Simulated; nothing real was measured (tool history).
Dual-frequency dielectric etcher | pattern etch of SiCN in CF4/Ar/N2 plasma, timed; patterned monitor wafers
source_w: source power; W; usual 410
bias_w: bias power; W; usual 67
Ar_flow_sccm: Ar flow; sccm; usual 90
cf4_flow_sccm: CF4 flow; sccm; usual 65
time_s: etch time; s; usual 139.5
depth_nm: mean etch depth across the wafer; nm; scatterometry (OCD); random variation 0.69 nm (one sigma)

run    hour  source_w  bias_w  Ar_flow_sccm  cf4_flow_sccm  time_s  read-back reference wafer on the same gauge, depth_nm  depth_nm
  1     0.0       410      54            90             65   139.5                                                   92.0      99.9
  2    56.0       410      54            90             65   139.5                                                   92.0      98.7
      113.4  -- wet clean of the chamber
  3   113.9       410      67            90             65   151.0                                                   91.9     116.3
  4   173.5       410      67            90             65   151.0                                                   92.1     114.7
      201.1  -- gauge calibrated
  5   232.5       410      67            90             65   151.0                                                   91.9     115.6
  6   297.0       410      67            90             65   139.5                                                   91.9     106.2
  7   337.6       410      72            90             65   139.5                                                   92.0     106.6
      388.4  -- source power generator calibrated
      399.6  -- bias power generator calibrated
  8   438.4       410      67            90             60   139.5                                                   92.0     103.0
  9   493.3       410      67            90             65   139.5                                                   92.0     104.6
 10   571.6       380      59            90             58   139.5                                                   92.0      92.2
      632.8  -- CF4 flow controller replaced
 11   672.0       410      67            90             65   151.0                                                   91.9     110.8
 12   718.3       410      67            90             65   121.5                                                   92.0      89.6
      768.0  -- gauge calibrated
      782.8  -- wet clean of the chamber
 13   788.5       410      67            98             65   139.5                                                   91.9     107.7
      832.9  -- upper electrode replaced
 14   852.4       470      81            90             53   156.5                                                   92.1     134.2
      877.5  -- Ar flow controller replaced
 15   912.6       330      67            90             65   139.5                                                   92.0      92.4
 16   980.7       410      67            90             65   139.5                                                   92.0     107.6
 17  1020.2       410      67            90             59   139.5                                                   91.9     104.1
 18  1105.2       410      79            90             65   181.0                                                   91.9     143.4

The same runs without the tool's hidden state, with the same run-to-run variation:
The hidden state here: etch rate over this chamber's usual, %; source power that arrives over what is set, %; bias power that arrives over what is set, %; Ar flow that arrives over what is set, %; CF4 flow that arrives over what is set, %; gauge reads high (%).
run  depth_nm
  1     103.6
  2     102.8
  3     117.0
  4     116.0
  5     117.4
  6     108.6
  7     109.3
  8     106.6
  9     108.8
 10      96.6
 11     117.1
 12      95.1
 13     107.6
 14     134.8
 15      93.3
 16     109.3
 17     106.1
 18     147.3
